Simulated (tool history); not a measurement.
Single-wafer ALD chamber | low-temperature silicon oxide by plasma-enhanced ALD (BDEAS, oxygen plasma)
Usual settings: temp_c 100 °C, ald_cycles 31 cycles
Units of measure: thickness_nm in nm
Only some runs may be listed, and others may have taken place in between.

run    hour  temp_c  ald_cycles  read-back reference wafer on the same gauge, thickness_nm  thickness_nm
  1       0     100          31                                                      4.083         4.577
  2   101.6     100          31                                                      4.089         4.623
  3   160.7     100          29                                                       4.09         4.313
  4     221     100          29                                                      4.096          4.33
  5   295.4     104          31                                                       4.09         4.585
  6   366.6     104          31                                                      4.088         4.573
  7   457.5     104          31                                                      4.089         4.582
  8   557.9     100          31                                                      4.094         4.676
  9   651.8     100          31                                                      4.086         4.693
 10   709.7     107          31                                                      4.094         4.552
      752.1  -- gauge calibrated
 11   755.3     100          34                                                      4.094         5.143
        805  -- thermocouple changed; heater temperature recalibrated
 12   845.5     100          31                                                      4.091          4.61
 13   888.5      87          36                                                      4.086         5.599
 14   951.6      94          28                                                      4.089         4.243
 15  1026.2     105          31                                                       4.09         4.541
 16  1115.2     100          31                                                      4.087           4.6

Below are 4 alternative next runs, each starting from the tool's condition after run 16. Predict each:
  A  1115.7     111          31                                                          ?             ?
  B  1115.7      89          37                                                          ?             ?
  C  1115.7      90          27                                                          ?             ?
  D  1115.7      96          27                                                          ?             ?

run  read-back reference wafer on the same gauge, thickness_nm  thickness_nm
  A                                                      4.084         4.487
  B                                                      4.084         5.733
  C                                                      4.084         4.167
  D                                                      4.084         4.069
Stripped of hidden state, with their random variation kept, the same runs would have yielded:
run  thickness_nm
  A         4.482
  B         5.721
  C         4.158
  D          4.06

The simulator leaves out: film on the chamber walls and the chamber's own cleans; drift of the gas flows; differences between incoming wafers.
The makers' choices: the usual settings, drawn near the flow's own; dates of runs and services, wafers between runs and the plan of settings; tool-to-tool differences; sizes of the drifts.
